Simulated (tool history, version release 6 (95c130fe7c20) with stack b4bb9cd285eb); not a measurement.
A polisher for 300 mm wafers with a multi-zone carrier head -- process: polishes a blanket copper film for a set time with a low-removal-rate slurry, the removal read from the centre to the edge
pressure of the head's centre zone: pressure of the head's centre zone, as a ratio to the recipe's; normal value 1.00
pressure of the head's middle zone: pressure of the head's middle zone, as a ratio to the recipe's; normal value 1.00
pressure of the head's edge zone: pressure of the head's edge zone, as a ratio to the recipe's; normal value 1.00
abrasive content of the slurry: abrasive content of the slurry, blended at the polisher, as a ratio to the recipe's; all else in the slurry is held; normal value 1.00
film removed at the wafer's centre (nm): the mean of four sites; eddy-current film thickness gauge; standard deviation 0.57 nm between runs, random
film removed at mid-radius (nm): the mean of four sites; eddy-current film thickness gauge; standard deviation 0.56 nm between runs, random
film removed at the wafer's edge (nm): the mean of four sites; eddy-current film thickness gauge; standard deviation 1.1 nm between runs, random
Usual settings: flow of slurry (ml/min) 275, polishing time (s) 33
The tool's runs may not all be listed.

| run | hour | flow of slurry (ml/min) | pressure of the head's centre zone | pressure of the head's middle zone | pressure of the head's edge zone | abrasive content of the slurry | polishing time (s) | wafers since the last listed run | wafers polished on this pad | hours since the slurry nozzle was cleaned | hours since the centre zone pressure was calibrated | hours since the edge zone pressure was calibrated | hours since the carrier head's membrane was replaced | incoming thickness of the incoming film, nm | film removed at the wafer's centre (nm) | film removed at mid-radius (nm) | film removed at the wafer's edge (nm) |
|---|---|---|---|---|---|---|---|---|---|---|---|---|---|---|---|---|---|
| 1 | 0.0 | 310 | 1.00 | 0.96 | 1.00 | 1.00 | 26 | 0 | 358 | 160.8 | 475.6 | 636.9 | 18.8 | 1105.4 | 67.9 | 62.2 | 63.1 |
| 2 | 16.4 | 220 | 1.10 | 1.07 | 1.07 | 1.00 | 33 | 204 | 562 | 177.2 | 492.0 | 653.3 | 35.2 | 1105.9 | 93.1 | 82.7 | 81.6 |
| 3 | 23.5 | 275 | 1.00 | 1.00 | 1.00 | 1.00 | 33 | 88 | 650 | 184.3 | 499.1 | 660.4 | 42.3 | 1115.0 | 85.5 | 81.2 | 81.8 |
|  | 36.2 | edge zone pressure recalibrated |
| 4 | 37.6 | 275 | 1.07 | 1.00 | 1.00 | 1.00 | 25 | 150 | 801 | 198.4 | 513.2 | 1.4 | 56.4 | 1102.1 | 70.2 | 61.0 | 60.3 |
|  | 43.4 | centre zone pressure recalibrated |
| 5 | 44.6 | 275 | 1.11 | 0.93 | 0.89 | 0.75 | 33 | 62 | 863 | 205.4 | 1.2 | 8.4 | 63.4 | 1097.5 | 83.6 | 73.1 | 72.9 |
| 6 | 57.5 | 275 | 1.09 | 1.00 | 1.00 | 0.90 | 33 | 160 | 1024 | 218.3 | 14.1 | 21.3 | 76.3 | 1120.4 | 84.8 | 79.5 | 77.5 |
| 7 | 74.5 | 200 | 1.00 | 1.00 | 1.00 | 1.00 | 29 | 211 | 1236 | 235.3 | 31.1 | 38.3 | 93.3 | 1104.2 | 68.4 | 67.9 | 66.8 |
|  | 88.3 | worn pad replaced by a new one |
| 8 | 88.8 | 275 | 1.00 | 0.90 | 1.00 | 1.00 | 33 | 128 | 6 | 249.6 | 45.4 | 52.6 | 107.6 | 1109.4 | 79.2 | 73.9 | 80.9 |
| 9 | 101.2 | 275 | 1.09 | 1.06 | 1.00 | 1.00 | 33 | 154 | 161 | 262.0 | 57.8 | 65.0 | 120.0 | 1090.6 | 87.5 | 84.7 | 79.6 |
| 10 | 115.4 | 275 | 1.00 | 1.00 | 1.00 | 0.90 | 33 | 176 | 337 | 276.2 | 72.0 | 79.2 | 134.2 | 1094.9 | 78.3 | 79.7 | 77.9 |
| 11 | 123.7 | 340 | 1.00 | 1.00 | 1.00 | 1.00 | 33 | 103 | 441 | 284.5 | 80.3 | 87.5 | 142.5 | 1094.0 | 82.1 | 81.1 | 80.0 |
| 12 | 140.7 | 250 | 0.96 | 1.00 | 1.00 | 0.80 | 36 | 211 | 653 | 301.5 | 97.3 | 104.5 | 159.5 | 1100.9 | 80.8 | 84.6 | 85.2 |
|  | 156.3 | slurry nozzle cleaned |
| 13 | 157.2 | 215 | 1.09 | 1.00 | 1.00 | 1.00 | 33 | 193 | 846 | 0.9 | 113.8 | 121.0 | 176.0 | 1112.1 | 85.1 | 78.7 | 76.9 |
| 14 | 169.3 | 275 | 1.00 | 1.00 | 1.00 | 1.00 | 33 | 150 | 996 | 13.0 | 125.9 | 133.1 | 188.1 | 1108.4 | 80.6 | 80.5 | 79.7 |
| 15 | 181.8 | 275 | 1.00 | 1.00 | 1.00 | 1.00 | 23 | 155 | 1152 | 25.5 | 138.4 | 145.6 | 200.6 | 1098.0 | 56.4 | 56.2 | 56.2 |
| 16 | 193.7 | 275 | 1.00 | 1.00 | 1.04 | 1.15 | 37 | 148 | 1300 | 37.4 | 150.3 | 157.5 | 212.5 | 1121.0 | 93.8 | 92.8 | 96.0 |
|  | 238.4 | worn pad replaced by a new one |
| 17 | 240.8 | 275 | 1.00 | 1.00 | 1.00 | 1.00 | 33 | 536 | 29 | 84.5 | 197.4 | 204.6 | 259.6 | 1108.6 | 82.2 | 81.5 | 80.7 |
| 18 | 253.9 | 275 | 1.00 | 1.00 | 1.00 | 1.00 | 33 | 163 | 192 | 97.6 | 210.5 | 217.7 | 272.7 | 1112.0 | 82.4 | 81.8 | 81.2 |
| 19 | 259.9 | 275 | 1.00 | 1.00 | 1.11 | 1.00 | 33 | 74 | 267 | 103.6 | 216.5 | 223.7 | 278.7 | 1102.2 | 81.8 | 81.1 | 84.2 |
| 20 | 270.3 | 275 | 1.10 | 1.00 | 0.94 | 1.00 | 33 | 129 | 396 | 114.0 | 226.9 | 234.1 | 289.1 | 1123.1 | 90.6 | 80.6 | 77.8 |
| 21 | 285.5 | 200 | 1.00 | 1.00 | 1.00 | 1.00 | 29 | 189 | 586 | 129.2 | 242.1 | 249.3 | 304.3 | 1127.7 | 70.9 | 68.7 | 69.3 |

What differs in the tool's unlogged condition from the final listed run ahead of each entry between runs to the first listed run following it?
Logged between run 3 and run 4: edge zone pressure recalibrated (hour 36.2)
  deviation of the centre zone's pressure from its setpoint, %: 7.76 -> 7.99
  difference, measured minus the result without the unlogged condition, film removed at the wafer's centre (nm): +6.2 -> +5.2
Logged between run 4 and run 5: centre zone pressure recalibrated (hour 43.4)
  deviation of the centre zone's pressure from its setpoint, %: 7.99 -> -0.602
  difference, measured minus the result without the unlogged condition, film removed at the wafer's centre (nm): +5.2 -> -0.5
Logged between run 7 and run 8: worn pad replaced by a new one (hour 88.3)
  deviation of the centre zone's pressure from its setpoint, %: -0.107 -> 0.13
  difference, measured minus the result without the unlogged condition, film removed at the wafer's centre (nm): +0.0 -> +0.1
Logged between run 12 and run 13: slurry nozzle cleaned (hour 156.3)
  deviation of the centre zone's pressure from its setpoint, %: 0.989 -> 1.26
  difference, measured minus the result without the unlogged condition, film removed at the wafer's centre (nm): +0.8 -> +1.1
Logged between run 16 and run 17: worn pad replaced by a new one (hour 238.4)
  deviation of the centre zone's pressure from its setpoint, %: 1.87 -> 2.65
  difference, measured minus the result without the unlogged condition, film removed at the wafer's centre (nm): +1.7 -> +2.2
